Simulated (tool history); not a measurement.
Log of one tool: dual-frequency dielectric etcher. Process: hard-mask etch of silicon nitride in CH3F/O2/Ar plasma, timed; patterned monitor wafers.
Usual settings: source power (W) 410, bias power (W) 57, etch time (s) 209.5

run,hour,source power (W),bias power (W),etch time (s),wafers since the last listed run,hours since the last wet clean,hours since the last source power generator calibration,hours since the last bias power generator calibration,hours since the last upper electrode change,hours since the gauge calibration,"read-back reference wafer on the same gauge, depth_nm",mean etch depth across the wafer (nm)
1,0.0,410,67,209.5,0,497.6,2889.0,3911.7,2618.3,711.8,153.0,154.8
# hour 25.2: wet clean of the chamber
2,101.2,410,67,209.5,636,76.0,2990.2,4012.9,2719.5,813.0,153.0,151.4
3,156.1,410,67,209.5,452,130.9,3045.1,4067.8,2774.4,867.9,153.0,151.6
4,204.8,410,64,225.5,401,179.6,3093.8,4116.5,2823.1,916.6,153.0,160.5
5,259.2,410,64,225.5,448,234.0,3148.2,4170.9,2877.5,971.0,153.1,160.4
6,306.5,410,64,225.5,390,281.3,3195.5,4218.2,2924.8,1018.3,153.0,160.8
7,407.3,410,57,209.5,831,382.1,3296.3,4319.0,3025.6,1119.1,152.9,142.3
# hour 457.0: wet clean of the chamber
# hour 554.7: gauge calibrated
8,569.7,410,53,209.5,1141,112.7,3458.7,4481.4,3188.0,15.0,152.9,135.5
# hour 598.9: upper electrode replaced
9,612.0,410,57,176.0,150,155.0,3501.0,4523.7,13.1,57.3,153.0,118.4
10,761.8,410,57,176.0,1235,304.8,3650.8,4673.5,162.9,207.1,153.0,119.4
# hour 766.0: bias power generator calibrated
11,801.4,410,57,209.5,293,344.4,3690.4,35.4,202.5,246.7,153.0,139.5
# hour 868.8: wet clean of the chamber
12,905.2,410,57,209.5,658,36.4,3794.2,139.2,306.3,350.5,153.0,137.5
# hour 922.6: source power generator calibrated
13,1059.8,470,49,243.5,1241,191.0,137.2,293.8,460.9,505.1,152.9,155.7
14,1147.7,510,48,234.0,724,278.9,225.1,381.7,548.8,593.0,153.0,152.6
15,1184.9,370,57,183.5,306,316.1,262.3,418.9,586.0,630.2,153.0,118.5
16,1231.3,330,57,209.5,382,362.5,308.7,465.3,632.4,676.6,153.0,130.9
17,1315.5,410,57,257.0,694,446.7,392.9,549.5,716.6,760.8,153.0,172.0
# hour 1346.2: wet clean of the chamber
18,1389.1,380,45,209.5,409,42.9,466.5,623.1,790.2,834.4,153.0,119.0

Run 19 comes next. What will it give?
19,1463.8,350,57,261.5,616,117.6,541.2,697.8,864.9,909.1,?,?

read-back reference wafer on the same gauge, depth_nm: 153.0
mean etch depth across the wafer (nm): 164.2
Without the tool's hidden state the same run would have given mean etch depth across the wafer (nm) 162.6.
